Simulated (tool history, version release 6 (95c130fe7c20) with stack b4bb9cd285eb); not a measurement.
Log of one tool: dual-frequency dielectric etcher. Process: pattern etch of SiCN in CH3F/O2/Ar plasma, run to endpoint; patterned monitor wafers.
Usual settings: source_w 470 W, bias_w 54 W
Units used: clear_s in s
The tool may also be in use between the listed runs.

run,hour,source_w,bias_w,wafers since the last listed run,hours since the last wet clean,hours since the last source power generator calibration,hours since the last bias power generator calibration,hours since the last upper electrode change,"incoming incoming film thickness, nm",clear_s
1,0,470,54,0,216.6,2359.1,1754.2,1660.6,6.67,19
2,6.5,470,54,72,223.1,2365.6,1760.7,1667.1,6.73,19.2
3,19.6,560,46,146,236.2,2378.7,1773.8,1680.2,6.75,18.7
4,26,560,46,71,242.6,2385.1,1780.2,1686.6,6.72,18.6
5,39.7,440,54,153,256.3,2398.8,1793.9,1700.3,6.74,19.9
6,50.5,440,54,121,267.1,2409.6,1804.7,1711.1,6.77,20.1
7,89.9,440,54,441,306.5,2449,1844.1,1750.5,6.8,20.1
8,101.5,390,54,130,318.1,2460.6,1855.7,1762.1,6.72,21.3
9,118.8,470,54,193,335.4,2477.9,1873,1779.4,6.65,19
10,133.4,470,54,163,350,2492.5,1887.6,1794,6.73,19.4
11,146.3,470,54,144,362.9,2505.4,1900.5,1806.9,6.68,19.2
12,153.6,410,54,81,370.2,2512.7,1907.8,1814.2,6.69,20.6
13,169.5,410,54,178,386.1,2528.6,1923.7,1830.1,6.75,20.8
14,180.3,470,54,121,396.9,2539.4,1934.5,1840.9,6.68,19.1
15,197.9,470,54,197,414.5,2557,1952.1,1858.5,6.71,19.3
16,227,470,43,326,443.6,2586.1,1981.2,1887.6,6.65,21
17,234.3,470,54,81,450.9,2593.4,1988.5,1894.9,6.7,19.4
18,244.1,470,45,109,460.7,2603.2,1998.3,1904.7,6.79,21
# hour 249.8: source power generator calibrated
19,253.6,380,47,61,470.2,3.8,2007.8,1914.2,6.67,22.9
20,262.5,550,50,99,479.1,12.7,2016.7,1923.1,6.73,18.5
21,277.4,470,54,167,494,27.6,2031.6,1938,6.67,19.3
22,294.3,520,46,189,510.9,44.5,2048.5,1954.9,6.62,19.4
23,323.4,470,54,326,540,73.6,2077.6,1984,6.67,19.4
# hour 350.2: wet clean of the chamber
# hour 361.4: upper electrode replaced
# hour 364.7: bias power generator calibrated
24,365.2,470,43,37,15,115.4,0.5,3.8,6.62,20.2
25,365.5,470,54,3,15.3,115.7,0.8,4.1,6.69,18.6
26,365.8,470,54,3,15.6,116,1.1,4.4,6.71,18.6
27,373.1,410,59,81,22.9,123.3,8.4,11.7,6.78,19.6
28,382.1,530,54,100,31.9,132.3,17.4,20.7,6.66,17.5
29,390.6,430,46,95,40.4,140.8,25.9,29.2,6.71,21
30,403.7,390,64,146,53.5,153.9,39,42.3,6.64,19.1
31,415.7,350,46,134,65.5,165.9,51,54.3,6.77,24
32,433.3,510,40,197,83.1,183.5,68.6,71.9,6.73,20.5
33,447.1,470,54,154,96.9,197.3,82.4,85.7,6.68,18.7
34,456.7,470,54,107,106.5,206.9,92,95.3,6.72,18.9
35,501.6,380,41,503,151.4,251.8,136.9,140.2,6.77,24.2

Some steps in clear_s, run to run, broken into two amounts with sign: the step expected even without the hidden condition (settings, incoming material, random variation), and the rest, left for the hidden condition together with whatever gauge scatter is not in both the measured and the hidden-condition-free result:
Hidden conditions of the tool in this case: etch rate over this chamber's usual, %; source power that arrives over what is set, %; bias power that arrives over what is set, %.
Run 4 -> 5: source_w 560 -> 440, bias_w 46 -> 54. clear_s +1.3 s: hidden state +0.1, all else +1.2.
Run 7 -> 8: source_w 440 -> 390. clear_s +1.2 s: hidden state +0.1, all else +1.1.
Run 19 -> 20: source_w 380 -> 550, bias_w 47 -> 50. clear_s -4.4 s: hidden state -0.1, all else -4.3.
Run 23 -> 24: bias_w 54 -> 43, wet clean of the chamber, upper electrode replaced, bias power generator calibrated. clear_s +0.8 s: hidden state -0.7, all else +1.5.
Run 30 -> 31: source_w 390 -> 350, bias_w 64 -> 46. clear_s +4.9 s: hidden state +0.1, all else +4.8.
Run 34 -> 35: source_w 470 -> 380, bias_w 54 -> 41. clear_s +5.3 s: hidden state +0.1, all else +5.2.
